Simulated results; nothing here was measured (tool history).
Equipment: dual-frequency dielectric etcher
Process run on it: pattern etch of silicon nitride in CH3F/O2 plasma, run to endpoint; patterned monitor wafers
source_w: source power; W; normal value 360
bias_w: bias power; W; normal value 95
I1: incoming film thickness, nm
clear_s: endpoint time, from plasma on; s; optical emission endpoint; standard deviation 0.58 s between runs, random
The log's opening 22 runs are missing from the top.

Run 23, hour 595.7: usual settings but bias_w 117 W; I1 71.9. Result: clear_s 69.2 s.
Run 24, hour 630.6: usual settings but source_w 290 W, bias_w 111 W; I1 72.3. Result: clear_s 77.6 s.
Run 25, hour 659.7: usual settings but source_w 410 W, bias_w 85 W; I1 71.7. Result: clear_s 77.8 s.
Run 26, hour 683.4: usual settings but source_w 300 W, bias_w 88 W; I1 72.4. Result: clear_s 87.9 s.
At hour 695.2: source power generator calibrated.
At hour 727.5: wet clean of the chamber.
Run 27, hour 728: usual settings; I1 72.1. Result: clear_s 73.3 s.
Run 28, hour 743.5: usual settings but source_w 450 W; I1 71.9. Result: clear_s 66.7 s.
Run 29, hour 782.5: usual settings but source_w 400 W, bias_w 119 W; I1 72.5. Result: clear_s 63.2 s.
Run 30, hour 809.9: usual settings but source_w 300 W, bias_w 78 W; I1 72.4. Result: clear_s 88.2 s.
Run 31, hour 825.6: usual settings but source_w 390 W, bias_w 111 W; I1 72.3. Result: clear_s 67.4 s.
Run 32, hour 843.8: usual settings but source_w 440 W, bias_w 89 W; I1 72.8. Result: clear_s 71.2 s.
Run 33, hour 859.4: usual settings but source_w 420 W, bias_w 84 W; I1 71.7. Result: clear_s 74 s.
Run 34, hour 884.7: usual settings but source_w 280 W, bias_w 74 W; I1 72.2. Result: clear_s 94.6 s.

Here are 5 independent what-if runs from the current tool condition. What would each one return?
Run A, hour 885.2: usual settings; I1 72.6. Result: clear_s ?.
Run B, hour 885.2: usual settings but bias_w 74 W; I1 72.6. Result: clear_s ?.
Run C, hour 885.2: usual settings but source_w 420 W, bias_w 77 W; I1 72.6. Result: clear_s ?.
Run D, hour 885.2: usual settings but bias_w 108 W; I1 72.6. Result: clear_s ?.
Run E, hour 885.2: usual settings but source_w 310 W, bias_w 76 W; I1 72.6. Result: clear_s ?.

run  clear_s
  A     75.3
  B     85.2
  C     78.1
  D     70.7
  E     89.9
Without the tool's hidden state the same runs would have given:
run  clear_s
  A     74.1
  B     83.8
  C     76.8
  D     69.6
  E     88.4
